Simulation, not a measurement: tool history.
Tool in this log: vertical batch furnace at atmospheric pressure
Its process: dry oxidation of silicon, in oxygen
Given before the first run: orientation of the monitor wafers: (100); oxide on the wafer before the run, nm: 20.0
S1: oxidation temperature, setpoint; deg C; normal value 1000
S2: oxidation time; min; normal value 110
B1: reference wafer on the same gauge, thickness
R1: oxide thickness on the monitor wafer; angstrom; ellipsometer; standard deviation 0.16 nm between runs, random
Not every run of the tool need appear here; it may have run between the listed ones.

run 1 hour=0 | S1=1000 S2=110 | B1=80.42 | R1=724.1
run 2 hour=43 | S1=1000 S2=110 | B1=80.4 | R1=725
run 3 hour=116.3 | S1=1000 S2=110 | B1=80.39 | R1=724
run 4 hour=345.8 | S1=1017 S2=110 | B1=80.4 | R1=833.9
run 5 hour=390.6 | S1=1000 S2=110 | B1=80.43 | R1=727.3
run 6 hour=479.6 | S1=1000 S2=110 | B1=80.39 | R1=723.7
run 7 hour=537.5 | S1=982 S2=110 | B1=80.38 | R1=634.7
run 8 hour=578.3 | S1=982 S2=110 | B1=80.38 | R1=633.7
run 9 hour=683.5 | S1=982 S2=110 | B1=80.41 | R1=632.8
run 10 hour=778.1 | S1=1000 S2=72 | B1=80.39 | R1=559.9
run 11 hour=856.1 | S1=1000 S2=72 | B1=80.39 | R1=562.8
run 12 hour=902.2 | S1=1000 S2=110 | B1=80.43 | R1=722.8

Run 13 has not been measured yet. What should we expect?
-- hour=999.9 thermocouples replaced and temperature profile calibrated
-- hour=1000.2 boat lift adjusted
run 13 hour=1000.7 | S1=990 S2=110 | B1=? | R1=?

Run 13 measured B1 80.42, R1 691 angstrom.
Minus the tool's unlogged condition, the same run would have read R1 692.2 angstrom.
